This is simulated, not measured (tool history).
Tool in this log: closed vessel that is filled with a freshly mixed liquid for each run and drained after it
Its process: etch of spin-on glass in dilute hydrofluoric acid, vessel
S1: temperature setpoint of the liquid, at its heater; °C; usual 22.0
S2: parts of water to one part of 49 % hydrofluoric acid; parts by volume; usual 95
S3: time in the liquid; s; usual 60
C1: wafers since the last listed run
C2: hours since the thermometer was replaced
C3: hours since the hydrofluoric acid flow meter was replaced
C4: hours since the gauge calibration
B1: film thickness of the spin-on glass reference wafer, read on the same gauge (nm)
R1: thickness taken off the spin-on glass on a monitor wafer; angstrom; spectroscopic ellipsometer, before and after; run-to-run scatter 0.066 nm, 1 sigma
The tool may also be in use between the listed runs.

run 1 hour=0.0 | S1=22.0 S2=115 S3=60 | C1=0 C2=964.5 C3=714.8 C4=208.1 | B1=140.00 | R1=96.8
-- hour=8.6 gauge calibrated
run 2 hour=25.2 | S1=22.0 S2=115 S3=60 | C1=2759 C2=989.7 C3=740.0 C4=16.6 | B1=139.99 | R1=95.4
run 3 hour=41.8 | S1=22.0 S2=95 S3=70 | C1=1817 C2=1006.3 C3=756.6 C4=33.2 | B1=140.01 | R1=136.5
run 4 hour=56.6 | S1=22.0 S2=95 S3=70 | C1=1620 C2=1021.1 C3=771.4 C4=48.0 | B1=139.99 | R1=138.5
run 5 hour=74.8 | S1=22.0 S2=95 S3=70 | C1=1993 C2=1039.3 C3=789.6 C4=66.2 | B1=140.02 | R1=138.0
run 6 hour=105.9 | S1=20.5 S2=95 S3=60 | C1=3405 C2=1070.4 C3=820.7 C4=97.3 | B1=139.98 | R1=112.7
run 7 hour=124.0 | S1=20.5 S2=95 S3=60 | C1=1982 C2=1088.5 C3=838.8 C4=115.4 | B1=140.03 | R1=111.2
run 8 hour=153.0 | S1=22.0 S2=95 S3=60 | C1=3175 C2=1117.5 C3=867.8 C4=144.4 | B1=140.01 | R1=116.8
run 9 hour=180.4 | S1=24.0 S2=95 S3=60 | C1=3000 C2=1144.9 C3=895.2 C4=171.8 | B1=139.98 | R1=127.6
run 10 hour=193.9 | S1=22.0 S2=95 S3=60 | C1=1478 C2=1158.4 C3=908.7 C4=185.3 | B1=139.98 | R1=116.2
run 11 hour=211.8 | S1=22.0 S2=45 S3=60 | C1=1960 C2=1176.3 C3=926.6 C4=203.2 | B1=140.01 | R1=268.0
-- hour=230.6 gauge calibrated
-- hour=232.5 hydrofluoric acid flow meter replaced
run 12 hour=235.8 | S1=20.0 S2=110 S3=30 | C1=2518 C2=1200.3 C3=3.3 C4=5.2 | B1=140.02 | R1=53.2
-- hour=266.5 thermometer replaced
run 13 hour=270.7 | S1=23.5 S2=120 S3=40 | C1=3712 C2=4.2 C3=38.2 C4=40.1 | B1=140.03 | R1=65.6
run 14 hour=282.8 | S1=23.5 S2=50 S3=70 | C1=1325 C2=16.3 C3=50.3 C4=52.2 | B1=139.98 | R1=300.8
run 15 hour=299.3 | S1=17.5 S2=120 S3=60 | C1=1807 C2=32.8 C3=66.8 C4=68.7 | B1=139.97 | R1=77.5
run 16 hour=321.4 | S1=22.0 S2=135 S3=60 | C1=2420 C2=54.9 C3=88.9 C4=90.8 | B1=140.04 | R1=80.3
run 17 hour=343.2 | S1=23.5 S2=135 S3=40 | C1=2387 C2=76.7 C3=110.7 C4=112.6 | B1=139.93 | R1=56.9
run 18 hour=372.5 | S1=23.5 S2=50 S3=70 | C1=3208 C2=106.0 C3=140.0 C4=141.9 | B1=139.98 | R1=300.2

Each row is a separate what-if for the run after 18, all from the same tool condition, not one after another. Results?
run A hour=373.2 | S1=22.0 S2=70 S3=60 | C1=76 C2=106.7 C3=140.7 C4=142.6 | B1=? | R1=?
run B hour=373.2 | S1=23.5 S2=75 S3=45 | C1=76 C2=106.7 C3=140.7 C4=142.6 | B1=? | R1=?
run C hour=373.2 | S1=22.0 S2=95 S3=30 | C1=76 C2=106.7 C3=140.7 C4=142.6 | B1=? | R1=?
run D hour=373.2 | S1=22.0 S2=95 S3=40 | C1=76 C2=106.7 C3=140.7 C4=142.6 | B1=? | R1=?
run E hour=373.2 | S1=26.5 S2=70 S3=60 | C1=76 C2=106.7 C3=140.7 C4=142.6 | B1=? | R1=?

run=A B1=139.96 R1=169.7
run=B B1=139.96 R1=125.5
run=C B1=139.96 R1=60.6
run=D B1=139.96 R1=80.8
run=E B1=139.96 R1=203.4
The same runs, with their run-to-run variation unchanged, on a tool lacking any hidden condition would have given:
run=A R1=170.5
run=B R1=126.1
run=C R1=61.0
run=D R1=81.3
run=E R1=204.6

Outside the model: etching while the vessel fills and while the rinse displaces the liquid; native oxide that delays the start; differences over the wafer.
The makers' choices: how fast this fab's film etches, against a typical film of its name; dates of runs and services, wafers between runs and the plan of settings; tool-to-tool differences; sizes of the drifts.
